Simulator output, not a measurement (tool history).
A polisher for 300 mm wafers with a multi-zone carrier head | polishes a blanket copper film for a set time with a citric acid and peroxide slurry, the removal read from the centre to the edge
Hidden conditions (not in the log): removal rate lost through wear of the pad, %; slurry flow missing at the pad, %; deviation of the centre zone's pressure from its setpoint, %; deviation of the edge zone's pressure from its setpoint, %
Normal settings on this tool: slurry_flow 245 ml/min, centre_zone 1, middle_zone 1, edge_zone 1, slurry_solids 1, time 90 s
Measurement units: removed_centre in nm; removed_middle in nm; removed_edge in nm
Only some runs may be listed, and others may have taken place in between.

run,hour,slurry_flow,centre_zone,middle_zone,edge_zone,slurry_solids,time,wafers since the last listed run,wafers polished on this pad,hours since the slurry nozzle was cleaned,hours since the centre zone pressure was calibrated,hours since the edge zone pressure was calibrated,hours since the carrier head's membrane was replaced,"incoming thickness of the incoming film, nm",removed_centre,removed_middle,removed_edge
1,0,245,1,1,1,1,90,0,374,363.2,991.2,583.8,1787.9,1168.6,208.3,204.6,196.1
2,7.3,245,1,1,1,1,90,53,427,370.5,998.5,591.1,1795.2,1182.2,206.4,200.7,199.9
3,16.2,245,1,1,1,1,90,64,492,379.4,1007.4,600,1804.1,1194.8,206.3,205.2,198.1
# hour 23.4: worn pad replaced by a new one
4,25.2,245,1,1,1,1,90,36,13,388.4,1016.4,609,1813.1,1155.4,204.3,205.1,200.2
5,35.6,245,1,1,1,1,90,75,88,398.8,1026.8,619.4,1823.5,1185.4,203.6,203.8,201
6,52.6,245,1,1,1,1,90,123,212,415.8,1043.8,636.4,1840.5,1169.5,202.5,202.7,202.2
7,68.5,245,1,1,1,1,90,115,327,431.7,1059.7,652.3,1856.4,1167.2,204.1,202.8,200.9
8,76.3,245,0.91,1.06,1,1,90,56,384,439.5,1067.5,660.1,1864.2,1182.6,187.6,210.7,199.6
# hour 83.1: slurry nozzle cleaned
# hour 87.9: carrier head's membrane replaced by a new one
9,88.4,245,1,1,1,1,90,45,430,5.3,1079.6,672.2,0.5,1204.1,207.8,206.7,197.2
10,92.9,245,1.12,1.12,1,0.85,63,32,462,9.8,1084.1,676.7,5,1195.4,155.4,150.7,135
# hour 100.2: worn pad replaced by a new one
# hour 128: edge zone pressure recalibrated
11,143.1,315,1,1.11,1,0.7,90,321,297,60,1134.3,15.1,55.2,1194.7,188.8,202.6,185.8
12,159.7,245,1,1,1,1,90,120,417,76.6,1150.9,31.7,71.8,1187.3,201.6,206.6,199.6
13,175,245,1,1.04,1,0.85,72,111,528,91.9,1166.2,47,87.1,1167.4,156,160.3,153.2
# hour 184.1: worn pad replaced by a new one
# hour 184.6: centre zone pressure recalibrated
14,188,180,1,1,1,1.25,111,62,25,104.9,3.4,60,100.1,1164.3,256.5,260.1,254.1

What will run 15 give?
15,195.3,245,1,1,1,1,73,53,78,112.2,10.7,67.3,107.4,1188.7,?,?,?

removed_centre: 164.4 nm
removed_middle: 166 nm
removed_edge: 161.9 nm
Had the tool carried no hidden state, the very same run would have given removed_centre 164.4 nm, removed_middle 166 nm, removed_edge 161.9 nm.
